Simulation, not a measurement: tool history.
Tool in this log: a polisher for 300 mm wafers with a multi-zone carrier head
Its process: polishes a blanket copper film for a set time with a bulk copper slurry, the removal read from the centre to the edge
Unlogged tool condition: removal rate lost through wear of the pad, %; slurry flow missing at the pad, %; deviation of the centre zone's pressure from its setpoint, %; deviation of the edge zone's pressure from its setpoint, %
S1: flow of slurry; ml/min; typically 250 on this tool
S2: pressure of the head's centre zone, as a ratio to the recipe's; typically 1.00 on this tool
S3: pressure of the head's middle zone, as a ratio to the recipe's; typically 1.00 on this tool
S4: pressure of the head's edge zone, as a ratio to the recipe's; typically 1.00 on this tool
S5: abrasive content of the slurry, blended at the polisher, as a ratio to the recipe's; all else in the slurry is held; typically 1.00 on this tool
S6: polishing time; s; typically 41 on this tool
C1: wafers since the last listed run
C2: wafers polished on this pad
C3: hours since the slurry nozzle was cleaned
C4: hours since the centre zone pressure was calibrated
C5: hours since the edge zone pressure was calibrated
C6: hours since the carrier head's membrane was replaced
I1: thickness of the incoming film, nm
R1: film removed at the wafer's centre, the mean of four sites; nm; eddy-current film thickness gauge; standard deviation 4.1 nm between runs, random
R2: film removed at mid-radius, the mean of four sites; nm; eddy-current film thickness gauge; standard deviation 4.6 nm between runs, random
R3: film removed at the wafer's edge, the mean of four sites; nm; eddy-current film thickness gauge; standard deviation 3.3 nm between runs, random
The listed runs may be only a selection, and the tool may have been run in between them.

run 1 hour=0.0 | S1=250 S2=1.00 S3=0.91 S4=1.00 S5=0.80 S6=41 | C1=0 C2=291 C3=444.0 C4=1307.2 C5=547.8 C6=569.4 | I1=3655.6 | R1=306.5 R2=279.3 R3=307.1
run 2 hour=6.0 | S1=250 S2=1.00 S3=0.91 S4=1.00 S5=0.80 S6=41 | C1=94 C2=386 C3=450.0 C4=1313.2 C5=553.8 C6=575.4 | I1=3670.9 | R1=306.2 R2=273.2 R3=305.0
run 3 hour=16.9 | S1=250 S2=1.00 S3=1.00 S4=1.00 S5=1.00 S6=41 | C1=171 C2=558 C3=460.9 C4=1324.1 C5=564.7 C6=586.3 | I1=3775.5 | R1=304.1 R2=310.9 R3=318.0
-- hour=29.3 carrier head's membrane replaced by a new one
run 4 hour=32.0 | S1=250 S2=1.00 S3=1.00 S4=1.00 S5=1.00 S6=41 | C1=159 C2=717 C3=476.0 C4=1339.2 C5=579.8 C6=2.7 | I1=3785.6 | R1=315.0 R2=294.1 R3=311.2
-- hour=36.8 slurry nozzle cleaned
run 5 hour=40.7 | S1=250 S2=1.00 S3=1.00 S4=1.00 S5=1.00 S6=41 | C1=121 C2=838 C3=3.9 C4=1347.9 C5=588.5 C6=11.4 | I1=3691.7 | R1=305.9 R2=309.3 R3=304.9
-- hour=54.4 worn pad replaced by a new one
run 6 hour=56.5 | S1=250 S2=1.00 S3=1.00 S4=1.00 S5=1.00 S6=41 | C1=186 C2=32 C3=19.7 C4=1363.7 C5=604.3 C6=27.2 | I1=3714.1 | R1=338.3 R2=338.4 R3=337.9
run 7 hour=67.3 | S1=250 S2=0.93 S3=1.00 S4=1.00 S5=1.00 S6=41 | C1=170 C2=203 C3=30.5 C4=1374.5 C5=615.1 C6=38.0 | I1=3718.4 | R1=318.9 R2=325.0 R3=337.0
run 8 hour=75.3 | S1=250 S2=1.00 S3=0.89 S4=0.96 S5=1.00 S6=41 | C1=126 C2=329 C3=38.5 C4=1382.5 C5=623.1 C6=46.0 | I1=3681.4 | R1=325.9 R2=290.0 R3=315.8
run 9 hour=81.4 | S1=250 S2=0.96 S3=1.07 S4=1.00 S5=1.00 S6=41 | C1=96 C2=425 C3=44.6 C4=1388.6 C5=629.2 C6=52.1 | I1=3667.1 | R1=317.6 R2=325.6 R3=317.7
-- hour=91.1 centre zone pressure recalibrated
run 10 hour=93.3 | S1=250 S2=1.12 S3=1.00 S4=1.00 S5=1.00 S6=41 | C1=156 C2=581 C3=56.5 C4=2.2 C5=641.1 C6=64.0 | I1=3766.1 | R1=334.2 R2=307.6 R3=315.2
run 11 hour=104.5 | S1=250 S2=0.94 S3=1.00 S4=1.10 S5=1.00 S6=41 | C1=176 C2=758 C3=67.7 C4=13.4 C5=652.3 C6=75.2 | I1=3731.9 | R1=299.4 R2=307.4 R3=331.4
run 12 hour=113.9 | S1=250 S2=1.00 S3=1.00 S4=1.00 S5=1.00 S6=41 | C1=148 C2=906 C3=77.1 C4=22.8 C5=661.7 C6=84.6 | I1=3743.0 | R1=311.0 R2=309.0 R3=315.0
-- hour=124.3 worn pad replaced by a new one
run 13 hour=124.8 | S1=330 S2=0.90 S3=1.00 S4=1.04 S5=0.85 S6=41 | C1=108 C2=7 C3=88.0 C4=33.7 C5=672.6 C6=95.5 | I1=3758.8 | R1=321.4 R2=334.8 R3=347.2
-- hour=132.0 edge zone pressure recalibrated
run 14 hour=132.5 | S1=250 S2=1.00 S3=1.05 S4=0.92 S5=1.00 S6=31 | C1=89 C2=97 C3=95.7 C4=41.4 C5=0.5 C6=103.2 | I1=3675.1 | R1=249.9 R2=257.7 R3=244.4
run 15 hour=143.4 | S1=250 S2=0.96 S3=1.07 S4=1.00 S5=1.00 S6=41 | C1=171 C2=269 C3=106.6 C4=52.3 C5=11.4 C6=114.1 | I1=3749.6 | R1=322.8 R2=347.1 R3=323.5
run 16 hour=158.8 | S1=250 S2=0.96 S3=1.00 S4=1.00 S5=1.15 S6=55 | C1=242 C2=512 C3=122.0 C4=67.7 C5=26.8 C6=129.5 | I1=3749.7 | R1=422.5 R2=429.0 R3=439.6
run 17 hour=167.2 | S1=250 S2=1.00 S3=1.00 S4=1.07 S5=1.00 S6=36 | C1=132 C2=644 C3=130.4 C4=76.1 C5=35.2 C6=137.9 | I1=3718.5 | R1=270.6 R2=268.0 R3=286.4
run 18 hour=175.4 | S1=250 S2=1.00 S3=1.00 S4=1.09 S5=1.00 S6=41 | C1=129 C2=773 C3=138.6 C4=84.3 C5=43.4 C6=146.1 | I1=3717.5 | R1=303.1 R2=307.4 R3=321.9
-- hour=192.9 worn pad replaced by a new one
run 19 hour=193.4 | S1=250 S2=1.00 S3=1.07 S4=1.00 S5=1.00 S6=41 | C1=220 C2=7 C3=156.6 C4=102.3 C5=61.4 C6=164.1 | I1=3737.6 | R1=333.5 R2=347.0 R3=344.9
run 20 hour=204.5 | S1=250 S2=1.00 S3=1.00 S4=1.00 S5=1.00 S6=41 | C1=175 C2=182 C3=167.7 C4=113.4 C5=72.5 C6=175.2 | I1=3690.7 | R1=331.9 R2=319.3 R3=329.0

Alternative continuations, all from the tool just after run 20; predict every row:
run A hour=204.9 | S1=225 S2=1.00 S3=1.00 S4=1.00 S5=1.00 S6=41 | C1=6 C2=189 C3=168.1 C4=113.8 C5=72.9 C6=175.6 | I1=3658.5 | R1=? R2=? R3=?
run B hour=204.9 | S1=305 S2=1.00 S3=0.88 S4=1.00 S5=1.00 S6=41 | C1=6 C2=189 C3=168.1 C4=113.8 C5=72.9 C6=175.6 | I1=3658.5 | R1=? R2=? R3=?
run C hour=204.9 | S1=250 S2=0.88 S3=0.94 S4=1.10 S5=1.15 S6=41 | C1=6 C2=189 C3=168.1 C4=113.8 C5=72.9 C6=175.6 | I1=3658.5 | R1=? R2=? R3=?
run D hour=204.9 | S1=290 S2=1.09 S3=1.00 S4=1.00 S5=1.00 S6=41 | C1=6 C2=189 C3=168.1 C4=113.8 C5=72.9 C6=175.6 | I1=3658.5 | R1=? R2=? R3=?
run E hour=204.9 | S1=250 S2=1.00 S3=1.00 S4=1.04 S5=1.00 S6=45 | C1=6 C2=189 C3=168.1 C4=113.8 C5=72.9 C6=175.6 | I1=3658.5 | R1=? R2=? R3=?

run=A R1=327.8 R2=325.4 R3=324.0
run=B R1=341.3 R2=303.5 R3=333.8
run=C R1=321.3 R2=323.7 R3=354.9
run=D R1=356.3 R2=335.8 R3=331.9
run=E R1=365.6 R2=362.3 R3=366.5
Had the tool no hidden state, the same runs would have come out as:
run=A R1=343.4 R2=340.8 R3=339.4
run=B R1=357.5 R2=317.9 R3=349.7
run=C R1=336.6 R2=339.1 R3=371.8
run=D R1=373.3 R2=351.8 R3=347.7
run=E R1=383.0 R2=379.5 R3=383.9
